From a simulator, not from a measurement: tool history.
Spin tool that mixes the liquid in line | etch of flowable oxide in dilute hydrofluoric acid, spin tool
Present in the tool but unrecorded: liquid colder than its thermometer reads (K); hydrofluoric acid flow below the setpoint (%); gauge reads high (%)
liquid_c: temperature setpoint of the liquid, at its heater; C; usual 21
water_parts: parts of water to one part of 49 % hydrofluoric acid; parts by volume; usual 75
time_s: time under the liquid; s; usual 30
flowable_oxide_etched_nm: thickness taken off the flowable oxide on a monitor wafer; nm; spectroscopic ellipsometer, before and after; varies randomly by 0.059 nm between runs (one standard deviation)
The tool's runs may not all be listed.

run,hour,liquid_c,water_parts,time_s,wafers since the last listed run,hours since the thermometer was replaced,hours since the hydrofluoric acid flow meter was replaced,hours since the gauge calibration,"read-back film thickness of the flowable oxide reference wafer, read on the same gauge (nm)",flowable_oxide_etched_nm
1,0,21,75,45,0,535.1,211.9,75.7,100.01,20.79
2,11.2,19.5,90,30,103,546.3,223.1,86.9,100.02,10.57
3,23,19.5,90,30,109,558.1,234.9,98.7,100.01,10.72
4,29.8,19.5,90,30,63,564.9,241.7,105.5,100.01,10.67
5,43.5,21,55,30,127,578.6,255.4,119.2,100,19.38
6,54.3,21,55,30,100,589.4,266.2,130,100,19.4
7,62.3,21,55,30,74,597.4,274.2,138,100.03,19.14
8,75.5,21,75,30,122,610.6,287.4,151.2,100,13.78
9,91.9,21,75,30,152,627,303.8,167.6,100.01,13.78
10,106,21,75,30,130,641.1,317.9,181.7,99.98,13.66
11,117.1,21,75,15,102,652.2,329,192.8,100,6.87
12,131.9,21,75,15,137,667,343.8,207.6,100.01,6.85
13,143.6,21,75,15,108,678.7,355.5,219.3,100.01,6.8
14,151.6,20,75,30,74,686.7,363.5,227.3,100,13.2
15,158.5,21,100,35,64,693.6,370.4,234.2,99.97,11.52
16,171.9,21,75,30,124,707,383.8,247.6,100.01,13.64
17,183.4,17,75,25,106,718.5,395.3,259.1,99.99,9.58
# hour 189.8: thermometer replaced
18,194.7,21,75,20,95,4.9,406.6,270.4,99.99,9.05
19,204.6,23.5,90,45,91,14.8,416.5,280.3,100,18.53
20,220.1,24.5,75,40,143,30.3,432,295.8,100.03,20.99
21,230.9,21,100,30,100,41.1,442.8,306.6,99.98,9.87
22,245.7,21,75,30,137,55.9,457.6,321.4,100.01,13.5
# hour 248.3: hydrofluoric acid flow meter replaced
23,256.6,24,90,25,91,66.8,8.3,332.3,100.01,10.86
# hour 258.7: gauge calibrated
24,276.3,21,75,30,182,86.5,28,17.6,99.99,14.18
25,287,25.5,75,30,99,97.2,38.7,28.3,100,16.97
26,300.2,23.5,75,30,122,110.4,51.9,41.5,100.02,15.72
27,306.7,26,50,45,60,116.9,58.4,48,100.02,40.01
28,316,21,75,30,86,126.2,67.7,57.3,100,14.1
29,328.2,21,75,30,113,138.4,79.9,69.5,99.98,14.09

How the hidden state differs across the entries between the runs, from the last listed run before each to the first after it:
Run 17 -> run 18: thermometer replaced (hour 189.8)
  hydrofluoric acid flow below the setpoint (%): 4.14 -> 4.26
  what was measured, less what the result would be without the hidden state, flowable_oxide_etched_nm: -0.45 -> -0.45 nm
Run 22 -> run 23: hydrofluoric acid flow meter replaced (hour 248.3)
  hydrofluoric acid flow below the setpoint (%): 4.79 -> 0.411
  what was measured, less what the result would be without the hidden state, flowable_oxide_etched_nm: -0.75 -> -0.05 nm
Run 23 -> run 24: gauge calibrated (hour 258.7)
  hydrofluoric acid flow below the setpoint (%): 0.411 -> 0.616
  what was measured, less what the result would be without the hidden state, flowable_oxide_etched_nm: -0.05 -> -0.09 nm
